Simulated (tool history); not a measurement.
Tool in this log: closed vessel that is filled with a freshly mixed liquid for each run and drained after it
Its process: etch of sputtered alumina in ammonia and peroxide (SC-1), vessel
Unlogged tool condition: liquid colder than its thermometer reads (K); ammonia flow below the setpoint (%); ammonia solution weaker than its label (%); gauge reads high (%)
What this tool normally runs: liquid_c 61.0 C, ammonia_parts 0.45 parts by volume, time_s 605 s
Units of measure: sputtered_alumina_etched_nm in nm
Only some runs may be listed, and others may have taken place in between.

| run | hour | liquid_c | ammonia_parts | time_s | wafers since the last listed run | hours since the thermometer was replaced | hours since the ammonia flow meter was replaced | hours since the drum of ammonia solution was connected | hours since the gauge calibration | read-back film thickness of the sputtered alumina reference wafer, read on the same gauge (nm) | sputtered_alumina_etched_nm |
|---|---|---|---|---|---|---|---|---|---|---|---|
| 1 | 0.0 | 61.0 | 0.45 | 705 | 0 | 276.2 | 408.5 | 383.1 | 572.5 | 150.03 | 66.82 |
| 2 | 42.4 | 61.0 | 0.45 | 705 | 2608 | 318.6 | 450.9 | 425.5 | 614.9 | 149.95 | 66.70 |
| 3 | 141.5 | 61.0 | 0.35 | 605 | 6097 | 417.7 | 550.0 | 524.6 | 714.0 | 149.98 | 55.53 |
| 4 | 181.2 | 61.0 | 0.45 | 605 | 2442 | 457.4 | 589.7 | 564.3 | 753.7 | 150.00 | 56.16 |
| 5 | 254.9 | 61.0 | 0.45 | 605 | 4534 | 531.1 | 663.4 | 638.0 | 827.4 | 150.06 | 56.46 |
|  | 311.3 | new drum of ammonia solution connected |
|  | 319.3 | thermometer replaced |
| 6 | 356.8 | 61.0 | 0.40 | 605 | 6146 | 37.5 | 765.3 | 45.5 | 929.3 | 149.99 | 57.50 |
|  | 390.4 | gauge calibrated |
| 7 | 460.1 | 61.0 | 0.45 | 700 | 6355 | 140.8 | 868.6 | 148.8 | 69.7 | 149.99 | 66.97 |
|  | 478.4 | ammonia flow meter replaced |
| 8 | 506.3 | 55.0 | 0.60 | 920 | 2781 | 187.0 | 27.9 | 195.0 | 115.9 | 149.95 | 66.47 |
| 9 | 571.6 | 55.5 | 0.55 | 740 | 4017 | 252.3 | 93.2 | 260.3 | 181.2 | 150.01 | 53.73 |
| 10 | 628.0 | 57.0 | 0.35 | 605 | 3470 | 308.7 | 149.6 | 316.7 | 237.6 | 149.97 | 45.14 |
| 11 | 729.6 | 52.0 | 0.60 | 335 | 6251 | 410.3 | 251.2 | 418.3 | 339.2 | 149.96 | 20.13 |
| 12 | 820.5 | 61.0 | 0.45 | 440 | 5592 | 501.2 | 342.1 | 509.2 | 430.1 | 149.97 | 41.29 |
| 13 | 865.7 | 61.0 | 0.45 | 605 | 2781 | 546.4 | 387.3 | 554.4 | 475.3 | 150.00 | 56.99 |
|  | 876.0 | thermometer replaced |
| 14 | 931.2 | 53.5 | 0.30 | 460 | 3968 | 55.2 | 452.8 | 619.9 | 540.8 | 150.01 | 28.63 |

Consider 3 possible next runs. They are alternatives, not a sequence: every one starts from the tool as it was left by run 14. What does each give?
| A | 932.0 | 61.0 | 0.55 | 605 | 49 | 56.0 | 453.6 | 620.7 | 541.6 | ? | ? |
| B | 932.0 | 68.0 | 0.35 | 710 | 49 | 56.0 | 453.6 | 620.7 | 541.6 | ? | ? |
| C | 932.0 | 57.5 | 0.45 | 605 | 49 | 56.0 | 453.6 | 620.7 | 541.6 | ? | ? |

| run | read-back film thickness of the sputtered alumina reference wafer, read on the same gauge (nm) | sputtered_alumina_etched_nm |
|---|---|---|
| A | 150.02 | 59.25 |
| B | 150.02 | 94.48 |
| C | 150.02 | 48.51 |
With no hidden state in the tool, these same runs would have given:
| run | sputtered_alumina_etched_nm |
|---|---|
| A | 60.07 |
| B | 95.74 |
| C | 49.20 |

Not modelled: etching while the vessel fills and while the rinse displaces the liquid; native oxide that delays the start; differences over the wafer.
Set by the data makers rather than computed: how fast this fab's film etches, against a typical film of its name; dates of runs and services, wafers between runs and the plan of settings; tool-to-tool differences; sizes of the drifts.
